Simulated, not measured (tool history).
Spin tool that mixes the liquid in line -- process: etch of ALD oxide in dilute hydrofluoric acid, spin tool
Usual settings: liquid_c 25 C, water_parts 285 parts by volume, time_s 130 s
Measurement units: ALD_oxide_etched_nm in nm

run    hour  liquid_c  water_parts  time_s  wafers since the last listed run  hours since the thermometer was replaced  hours since the hydrofluoric acid flow meter was replaced  hours since the gauge calibration  read-back film thickness of the ALD oxide reference wafer, read on the same gauge (nm)  ALD_oxide_etched_nm
  1       0        22          285     130                                 0                                     529.2                                                      474.9                              328.9                                                                                  150.01                10.41
  2    65.8        22          285     130                               433                                       595                                                      540.7                              394.7                                                                                  150.03                10.48
  3     114        22          285     130                               317                                     643.2                                                      588.9                              442.9                                                                                  150.03                10.31
  4     184        25          285     160                               460                                     713.2                                                      658.9                              512.9                                                                                  149.98                14.39
  5   237.8        25          285     160                               354                                       767                                                      712.7                              566.7                                                                                  150.01                14.36
      271.1  -- thermometer replaced
      277.3  -- hydrofluoric acid flow meter replaced
  6   288.2        25          285     160                               318                                      17.1                                                       10.9                              617.1                                                                                  149.99                13.81
  7   319.4      28.5          285     130                               205                                      48.3                                                       42.1                              648.3                                                                                  149.99                12.58
  8   363.2      28.5          285     130                               288                                      92.1                                                       85.9                              692.1                                                                                     150                12.71
  9   387.9      28.5          285     130                               162                                     116.8                                                      110.6                              716.8                                                                                  149.98                12.64
 10   422.1      27.5          285     130                               225                                       151                                                      144.8                                751                                                                                  150.01                 12.3
 11     454      27.5          285     130                               209                                     182.9                                                      176.7                              782.9                                                                                  149.98                12.29
 12   523.2      27.5          285     130                               455                                     252.1                                                      245.9                              852.1                                                                                  149.97                12.46
        665  -- gauge calibrated
 13   734.8        25          335     130                              1392                                     463.7                                                      457.5                               69.8                                                                                  150.04                 9.32
 14   797.5        22          320     130                               412                                     526.4                                                      520.2                              132.5                                                                                     150                 9.04
 15   853.7        22          320     130                               369                                     582.6                                                      576.4                              188.7                                                                                  150.01                 9.06
 16   901.5        25          200     130                               314                                     630.4                                                      624.2                              236.5                                                                                  150.03                17.87
 17   938.4        27          340     130                               242                                     667.3                                                      661.1                              273.4                                                                                  149.99                 9.79
 18   983.1        21          285     130                               294                                       712                                                      705.8                              318.1                                                                                     150                10.08
 19  1025.3        25          170     200                               277                                     754.2                                                        748                              360.3                                                                                  149.98                33.67
       1072  -- thermometer replaced
 20  1089.1        25          245      55                               413                                      17.1                                                      811.8                              424.1                                                                                     150                 6.16
     1115.8  -- hydrofluoric acid flow meter replaced
 21  1130.4        25          285     130                               265                                      58.4                                                       14.6                              465.4                                                                                     150                12.02
 22  1201.3        25          285     130                               466                                     129.3                                                       85.5                              536.3                                                                                  149.98                12.09
 23  1259.7      28.5          285     130                               384                                     187.7                                                      143.9                              594.7                                                                                  150.01                13.56
 24  1302.7        25          285     130                               283                                     230.7                                                      186.9                              637.7                                                                                  149.98                12.18
 25  1361.1        25          285     160                               384                                     289.1                                                      245.3                              696.1                                                                                  149.99                15.09
     1377.9  -- thermometer replaced, repeated, since the last time left the tool worse
 26  1426.5        25          285     170                               423                                      48.6                                                      310.7                              761.5                                                                                     150                14.85
 27  1613.9        25          285     190                              1233                                       236                                                      498.1                              948.9                                                                                     150                16.62
 28  1667.7        25          215     130                               354                                     289.8                                                      551.9                             1002.7                                                                                  150.01                16.02
 29  1739.3        25          285     130                               471                                     361.4                                                      623.5                             1074.3                                                                                  149.98                11.39
     1775.8  -- hydrofluoric acid flow meter replaced
     1788.7  -- gauge calibrated
 30  1791.6        30          205     150                               337                                     413.7                                                       15.8                                2.9                                                                                  149.98                23.86
 31  1840.9        25          340     185                               324                                       463                                                       65.1                               52.2                                                                                  149.99                12.82

Take each entry between the runs: how does the hidden state at the last listed run before it differ from the hidden state at the first listed run after it?
Runs 5 to 6: thermometer replaced (hour 271.1); hydrofluoric acid flow meter replaced (hour 277.3)
  liquid hotter than its thermometer reads (K): 1.05 -> 0.0748
  measured less the result without the state, ALD_oxide_etched_nm: +0.51 -> +0.03 nm
Runs 12 to 13: gauge calibrated (hour 665)
  liquid hotter than its thermometer reads (K): 0.394 -> 0.682
  measured less the result without the state, ALD_oxide_etched_nm: +0.16 -> +0.21 nm
Runs 19 to 20: thermometer replaced (hour 1072)
  liquid hotter than its thermometer reads (K): 1.08 -> 2.04
  measured less the result without the state, ALD_oxide_etched_nm: +1.32 -> +0.42 nm
Runs 20 to 21: hydrofluoric acid flow meter replaced (hour 1115.8)
  liquid hotter than its thermometer reads (K): 2.04 -> 2.09
  measured less the result without the state, ALD_oxide_etched_nm: +0.42 -> +0.83 nm
Runs 25 to 26: thermometer replaced, repeated, since the last time left the tool worse (hour 1377.9)
  liquid hotter than its thermometer reads (K): 2.41 -> 0.128
  measured less the result without the state, ALD_oxide_etched_nm: +1.19 -> +0.07 nm
Runs 29 to 30: hydrofluoric acid flow meter replaced (hour 1775.8); gauge calibrated (hour 1788.7)
  liquid hotter than its thermometer reads (K): 0.554 -> 0.625
  measured less the result without the state, ALD_oxide_etched_nm: +0.22 -> +0.51 nm

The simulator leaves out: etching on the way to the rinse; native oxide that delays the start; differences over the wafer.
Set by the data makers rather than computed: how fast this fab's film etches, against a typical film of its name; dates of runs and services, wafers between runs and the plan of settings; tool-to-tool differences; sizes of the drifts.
